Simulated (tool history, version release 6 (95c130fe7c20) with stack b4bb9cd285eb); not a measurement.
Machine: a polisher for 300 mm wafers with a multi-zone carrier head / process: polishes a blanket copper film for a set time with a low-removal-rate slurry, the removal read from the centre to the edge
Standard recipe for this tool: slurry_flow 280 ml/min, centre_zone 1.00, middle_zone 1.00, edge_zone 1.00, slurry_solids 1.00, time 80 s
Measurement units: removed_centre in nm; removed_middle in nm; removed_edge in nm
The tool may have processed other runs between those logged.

run,day,slurry_flow,centre_zone,middle_zone,edge_zone,slurry_solids,time,"incoming thickness of the incoming film, nm",removed_centre,removed_middle,removed_edge
1,0.000,280,1.00,1.00,1.00,1.00,80,908.8,272.8,278.3,275.3
# day 1.175: worn pad replaced by a new one
2,1.196,280,1.00,1.00,1.06,1.25,80,889.6,289.0,302.2,295.7
3,1.896,280,1.07,1.10,0.91,1.20,80,884.3,304.6,314.3,284.5
4,2.954,280,1.00,1.00,1.00,1.00,80,887.0,273.7,283.4,280.1
5,3.592,375,1.00,1.04,1.00,1.20,107,893.1,391.4,414.7,392.7
6,4.329,235,1.00,1.00,1.03,1.00,70,881.3,227.2,232.9,240.4
7,5.725,280,1.00,0.96,0.92,1.00,80,896.4,269.1,273.0,271.0
8,6.338,280,1.00,1.00,1.00,1.00,80,881.6,268.7,281.7,279.2
9,7.488,280,1.07,1.06,1.00,1.00,80,899.0,282.7,294.7,279.3
10,8.400,280,0.92,1.00,1.00,1.00,80,881.0,241.0,284.3,282.1
11,9.546,280,1.00,1.00,1.00,1.00,80,874.2,268.9,285.7,280.3
# day 10.004: worn pad replaced by a new one
12,10.842,280,1.04,1.00,1.06,0.80,80,889.7,254.8,263.6,270.2
13,11.971,315,1.00,1.00,1.00,1.00,80,883.9,265.9,281.2,277.7
14,13.150,280,1.00,1.00,1.09,0.85,80,878.6,249.7,267.2,272.9
# day 13.712: edge zone pressure recalibrated
15,14.075,310,1.00,1.10,1.04,1.00,60,896.5,198.5,232.0,209.3
16,18.521,280,0.93,1.00,1.00,1.00,80,883.6,239.1,290.3,275.7
17,19.058,280,1.00,0.95,1.00,1.00,80,902.7,258.9,272.9,278.5
18,19.704,185,1.00,1.05,1.00,1.00,93,887.3,281.7,318.0,309.9
# day 20.458: worn pad replaced by a new one
19,23.238,280,1.00,0.89,0.89,0.85,87,892.9,266.8,259.8,282.4
20,24.171,280,1.00,1.00,1.00,1.00,80,886.3,256.5,285.5,274.7
# day 24.542: carrier head's membrane replaced by a new one
21,25.542,280,1.00,1.00,1.00,1.00,80,897.8,255.9,280.4,276.6

Here are 4 independent what-if runs from the current tool condition. What would each one return?
A,25.558,280,1.00,1.00,1.00,1.00,80,895.5,?,?,?
B,25.558,280,1.00,1.00,0.89,1.00,72,895.5,?,?,?
C,25.558,245,1.00,1.00,1.00,1.00,80,895.5,?,?,?
D,25.558,205,1.00,1.00,0.95,1.00,106,895.5,?,?,?

run,removed_centre,removed_middle,removed_edge
A,261.0,272.9,282.2
B,234.9,245.7,245.3
C,256.3,268.4,278.7
D,329.6,346.3,356.4
Had the tool no hidden state, the same runs would have come out as:
run,removed_centre,removed_middle,removed_edge
A,285.6,272.8,282.2
B,257.1,245.5,245.3
C,280.5,268.3,278.7
D,360.7,346.2,356.4
